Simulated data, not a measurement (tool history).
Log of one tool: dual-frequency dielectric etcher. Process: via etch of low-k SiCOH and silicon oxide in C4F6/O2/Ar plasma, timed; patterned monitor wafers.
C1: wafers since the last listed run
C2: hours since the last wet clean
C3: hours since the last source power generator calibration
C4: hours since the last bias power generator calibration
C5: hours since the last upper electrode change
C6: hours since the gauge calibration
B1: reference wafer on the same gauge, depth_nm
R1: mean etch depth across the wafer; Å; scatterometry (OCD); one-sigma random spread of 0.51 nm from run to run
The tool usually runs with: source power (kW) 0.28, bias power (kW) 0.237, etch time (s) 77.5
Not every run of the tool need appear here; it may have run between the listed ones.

Run 1, hour 0: usual settings but source power (kW) 0.25; C1 0; C2 209.9; C3 1315; C4 820.1; C5 1639.2; C6 47.6; B1 196.2. Result: R1 1952 Å.
Run 2, hour 54.4: usual settings but source power (kW) 0.25; C1 465; C2 264.3; C3 1369.4; C4 874.5; C5 1693.6; C6 102; B1 195.7. Result: R1 1944 Å.
Run 3, hour 141.3: usual settings but source power (kW) 0.25; C1 743; C2 351.2; C3 1456.3; C4 961.4; C5 1780.5; C6 188.9; B1 195. Result: R1 1947 Å.
Run 4, hour 188.3: usual settings; C1 401; C2 398.2; C3 1503.3; C4 1008.4; C5 1827.5; C6 235.9; B1 194.7. Result: R1 2073 Å.
Run 5, hour 233: usual settings; C1 382; C2 442.9; C3 1548; C4 1053.1; C5 1872.2; C6 280.6; B1 194.4. Result: R1 2070 Å.
Run 6, hour 288.5: usual settings; C1 474; C2 498.4; C3 1603.5; C4 1108.6; C5 1927.7; C6 336.1; B1 193.9. Result: R1 2068 Å.
At hour 308: source power generator calibrated.
At hour 364.4: wet clean of the chamber.
Run 7, hour 377.6: usual settings; C1 522; C2 13.2; C3 69.6; C4 1197.7; C5 2016.8; C6 425.2; B1 193.1. Result: R1 2057 Å.
Run 8, hour 463.2: usual settings but source power (kW) 0.25, etch time (s) 92.5; C1 731; C2 98.8; C3 155.2; C4 1283.3; C5 2102.4; C6 510.8; B1 192.5. Result: R1 2275 Å.
At hour 497.6: gauge calibrated.
Run 9, hour 553.5: usual settings but bias power (kW) 0.269; C1 772; C2 189.1; C3 245.5; C4 1373.6; C5 2192.7; C6 55.9; B1 195.3. Result: R1 2174 Å.
At hour 577.3: bias power generator calibrated.
Run 10, hour 620.2: usual settings but bias power (kW) 0.199; C1 536; C2 255.8; C3 312.2; C4 42.9; C5 2259.4; C6 122.6; B1 194.7. Result: R1 1959 Å.
At hour 686.1: upper electrode replaced.
Run 11, hour 693.7: usual settings but source power (kW) 0.35, etch time (s) 98; C1 423; C2 329.3; C3 385.7; C4 116.4; C5 7.6; C6 196.1; B1 194.2. Result: R1 2968 Å.
Run 12, hour 797.3: usual settings; C1 885; C2 432.9; C3 489.3; C4 220; C5 111.2; C6 299.7; B1 193.3. Result: R1 2068 Å.

Run 13 has not been measured yet. What should we expect?
At hour 874.2: wet clean of the chamber.
Run 13, hour 874.7: usual settings but source power (kW) 0.32, bias power (kW) 0.187, etch time (s) 90.5; C1 456; C2 0.5; C3 566.7; C4 297.4; C5 188.6; C6 377.1; B1 ?. Result: R1 ?.

Run 13 yielded B1 192.7, R1 2418 Å.
Had the tool carried no hidden state, the very same run would have given R1 2459 Å.
